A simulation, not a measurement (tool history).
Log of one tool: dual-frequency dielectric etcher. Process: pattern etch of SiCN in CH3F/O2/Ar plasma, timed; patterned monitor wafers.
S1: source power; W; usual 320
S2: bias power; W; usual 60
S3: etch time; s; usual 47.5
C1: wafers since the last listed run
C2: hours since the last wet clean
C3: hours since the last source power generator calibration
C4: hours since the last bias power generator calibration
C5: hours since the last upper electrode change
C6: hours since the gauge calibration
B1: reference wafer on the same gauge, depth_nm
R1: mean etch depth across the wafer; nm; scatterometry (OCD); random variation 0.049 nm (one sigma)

run 1 hour=0.0 | S1=370 S2=60 S3=54.5 | C1=0 C2=382.4 C3=4.9 C4=3055.0 C5=6021.8 C6=375.3 | B1=18.89 | R1=19.44
run 2 hour=10.2 | S1=370 S2=60 S3=54.5 | C1=86 C2=392.6 C3=15.1 C4=3065.2 C5=6032.0 C6=385.5 | B1=18.92 | R1=19.40
run 3 hour=21.7 | S1=280 S2=60 S3=47.5 | C1=97 C2=404.1 C3=26.6 C4=3076.7 C5=6043.5 C6=397.0 | B1=18.91 | R1=15.68
run 4 hour=33.2 | S1=280 S2=60 S3=47.5 | C1=97 C2=415.6 C3=38.1 C4=3088.2 C5=6055.0 C6=408.5 | B1=18.90 | R1=15.77
run 5 hour=40.7 | S1=280 S2=60 S3=47.5 | C1=63 C2=423.1 C3=45.6 C4=3095.7 C5=6062.5 C6=416.0 | B1=18.88 | R1=15.67
run 6 hour=55.3 | S1=320 S2=60 S3=47.5 | C1=124 C2=437.7 C3=60.2 C4=3110.3 C5=6077.1 C6=430.6 | B1=18.90 | R1=16.28
run 7 hour=63.6 | S1=320 S2=60 S3=47.5 | C1=70 C2=446.0 C3=68.5 C4=3118.6 C5=6085.4 C6=438.9 | B1=18.91 | R1=16.29
-- hour=75.7 bias power generator calibrated
-- hour=97.2 upper electrode replaced
run 8 hour=97.7 | S1=370 S2=60 S3=54.5 | C1=73 C2=480.1 C3=102.6 C4=22.0 C5=0.5 C6=473.0 | B1=18.88 | R1=19.46
run 9 hour=98.0 | S1=320 S2=60 S3=47.5 | C1=2 C2=480.4 C3=102.9 C4=22.3 C5=0.8 C6=473.3 | B1=18.89 | R1=16.22
run 10 hour=121.6 | S1=320 S2=60 S3=61.0 | C1=200 C2=504.0 C3=126.5 C4=45.9 C5=24.4 C6=496.9 | B1=18.89 | R1=20.91
run 11 hour=137.9 | S1=390 S2=70 S3=47.5 | C1=138 C2=520.3 C3=142.8 C4=62.2 C5=40.7 C6=513.2 | B1=18.91 | R1=18.40
run 12 hour=145.8 | S1=270 S2=56 S3=52.5 | C1=67 C2=528.2 C3=150.7 C4=70.1 C5=48.6 C6=521.1 | B1=18.89 | R1=16.72
run 13 hour=158.5 | S1=360 S2=60 S3=47.5 | C1=108 C2=540.9 C3=163.4 C4=82.8 C5=61.3 C6=533.8 | B1=18.88 | R1=16.74
run 14 hour=165.2 | S1=320 S2=60 S3=47.5 | C1=57 C2=547.6 C3=170.1 C4=89.5 C5=68.0 C6=540.5 | B1=18.89 | R1=16.27
run 15 hour=172.7 | S1=320 S2=56 S3=44.0 | C1=63 C2=555.1 C3=177.6 C4=97.0 C5=75.5 C6=548.0 | B1=18.92 | R1=14.54
run 16 hour=187.7 | S1=390 S2=67 S3=36.0 | C1=127 C2=570.1 C3=192.6 C4=112.0 C5=90.5 C6=563.0 | B1=18.91 | R1=13.64
run 17 hour=200.2 | S1=320 S2=55 S3=47.5 | C1=106 C2=582.6 C3=205.1 C4=124.5 C5=103.0 C6=575.5 | B1=18.92 | R1=15.61
run 18 hour=209.7 | S1=320 S2=60 S3=47.5 | C1=80 C2=592.1 C3=214.6 C4=134.0 C5=112.5 C6=585.0 | B1=18.89 | R1=16.37
-- hour=227.4 gauge calibrated
-- hour=236.5 wet clean of the chamber
run 19 hour=237.0 | S1=320 S2=60 S3=47.5 | C1=28 C2=0.5 C3=241.9 C4=161.3 C5=139.8 C6=9.6 | B1=18.90 | R1=16.20
run 20 hour=237.4 | S1=320 S2=60 S3=47.5 | C1=3 C2=0.9 C3=242.3 C4=161.7 C5=140.2 C6=10.0 | B1=18.90 | R1=16.26
run 21 hour=241.2 | S1=320 S2=60 S3=34.5 | C1=32 C2=4.7 C3=246.1 C4=165.5 C5=144.0 C6=13.8 | B1=18.91 | R1=11.82
run 22 hour=251.1 | S1=380 S2=70 S3=47.5 | C1=84 C2=14.6 C3=256.0 C4=175.4 C5=153.9 C6=23.7 | B1=18.90 | R1=18.23
run 23 hour=283.8 | S1=290 S2=60 S3=39.5 | C1=278 C2=47.3 C3=288.7 C4=208.1 C5=186.6 C6=56.4 | B1=18.91 | R1=13.18
run 24 hour=295.4 | S1=300 S2=49 S3=47.5 | C1=98 C2=58.9 C3=300.3 C4=219.7 C5=198.2 C6=68.0 | B1=18.91 | R1=14.63
run 25 hour=310.9 | S1=260 S2=60 S3=53.0 | C1=131 C2=74.4 C3=315.8 C4=235.2 C5=213.7 C6=83.5 | B1=18.92 | R1=17.19
run 26 hour=323.5 | S1=320 S2=60 S3=55.0 | C1=107 C2=87.0 C3=328.4 C4=247.8 C5=226.3 C6=96.1 | B1=18.89 | R1=18.81
run 27 hour=339.3 | S1=320 S2=60 S3=47.5 | C1=134 C2=102.8 C3=344.2 C4=263.6 C5=242.1 C6=111.9 | B1=18.91 | R1=16.13
run 28 hour=345.6 | S1=290 S2=50 S3=41.5 | C1=53 C2=109.1 C3=350.5 C4=269.9 C5=248.4 C6=118.2 | B1=18.91 | R1=12.67
run 29 hour=357.5 | S1=320 S2=60 S3=47.5 | C1=101 C2=121.0 C3=362.4 C4=281.8 C5=260.3 C6=130.1 | B1=18.89 | R1=16.13

Hidden state at the last listed run before each entry between runs and at the first one after, where it differs:
Between runs 7 and 8: bias power generator calibrated (hour 75.7); upper electrode replaced (hour 97.2)
  no hidden state differs between the two runs
Between runs 18 and 19: gauge calibrated (hour 227.4); wet clean of the chamber (hour 236.5)
  no hidden state differs between the two runs
